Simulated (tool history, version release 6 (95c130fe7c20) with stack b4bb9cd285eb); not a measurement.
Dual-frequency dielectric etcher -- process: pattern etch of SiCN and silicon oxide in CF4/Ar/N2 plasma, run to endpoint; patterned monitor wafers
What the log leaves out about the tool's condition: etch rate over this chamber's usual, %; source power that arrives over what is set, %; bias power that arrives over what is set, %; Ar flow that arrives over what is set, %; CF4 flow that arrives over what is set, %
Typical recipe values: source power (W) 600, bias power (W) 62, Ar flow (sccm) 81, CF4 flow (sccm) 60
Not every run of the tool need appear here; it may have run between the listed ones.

run	hour	source power (W)	bias power (W)	Ar flow (sccm)	CF4 flow (sccm)	wafers since the last listed run	hours since the last wet clean	hours since the last source power generator calibration	hours since the last bias power generator calibration	hours since the last Ar flow controller change	hours since the last CF4 flow controller change	hours since the last upper electrode change	incoming incoming film thickness, nm	endpoint time (s)
1	0	600	62	81	60	0	62.3	3521.3	4295.9	4057.1	2731.6	4821	9.15	8.4
2	86.1	600	62	81	60	1083	148.4	3607.4	4382	4143.2	2817.7	4907.1	9.09	8.3
3	138.1	600	62	81	60	654	200.4	3659.4	4434	4195.2	2869.7	4959.1	9.2	8.3
4	242.4	600	62	81	60	1312	304.7	3763.7	4538.3	4299.5	2974	5063.4	9.27	8.3
5	298.9	600	62	81	65	711	361.2	3820.2	4594.8	4356	3030.5	5119.9	9.19	8
# hour 358.8: bias power generator calibrated
6	359.3	600	62	81	65	709	421.6	3880.6	0.5	4416.4	3090.9	5180.3	9.21	7.9
# hour 369.2: CF4 flow controller replaced
7	398.2	600	62	81	69	414	460.5	3919.5	39.4	4455.3	29	5219.2	9.15	7.8
# hour 409.2: source power generator calibrated
# hour 440.3: wet clean of the chamber
# hour 498.8: upper electrode replaced
8	504.7	700	62	64	69	686	64.4	95.5	145.9	4561.8	135.5	5.9	9.22	6.9
9	546.4	470	62	75	60	524	106.1	137.2	187.6	4603.5	177.2	47.6	9.11	9.7
10	607	600	62	81	69	762	166.7	197.8	248.2	4664.1	237.8	108.2	9.21	8.1
11	662.9	600	62	81	65	703	222.6	253.7	304.1	4720	293.7	164.1	9.31	8.1
# hour 706.9: Ar flow controller replaced
12	735.5	600	76	81	60	838	295.2	326.3	376.7	28.6	366.3	236.7	9.24	7.9
13	784.6	600	49	81	52	618	344.3	375.4	425.8	77.7	415.4	285.8	9.2	8.7
# hour 876.1: wet clean of the chamber
14	876.6	710	62	81	60	855	0.5	467.4	517.8	169.7	507.4	377.8	9.24	7.4
15	956.7	600	48	72	47	1008	80.6	547.5	597.9	249.8	587.5	457.9	9.22	9.1

Each row is a separate what-if for the run after 15, all from the same tool condition, not one after another. Results?
A	957.1	600	62	64	60	5	81	547.9	598.3	250.2	587.9	458.3	9.23	?
B	957.1	600	62	90	60	5	81	547.9	598.3	250.2	587.9	458.3	9.23	?
C	957.1	460	52	81	60	5	81	547.9	598.3	250.2	587.9	458.3	9.23	?

run	endpoint time (s)
A	8
B	8.6
C	10.5
What these runs would have given with no unlogged condition in the tool:
run	endpoint time (s)
A	8.1
B	8.6
C	10.6

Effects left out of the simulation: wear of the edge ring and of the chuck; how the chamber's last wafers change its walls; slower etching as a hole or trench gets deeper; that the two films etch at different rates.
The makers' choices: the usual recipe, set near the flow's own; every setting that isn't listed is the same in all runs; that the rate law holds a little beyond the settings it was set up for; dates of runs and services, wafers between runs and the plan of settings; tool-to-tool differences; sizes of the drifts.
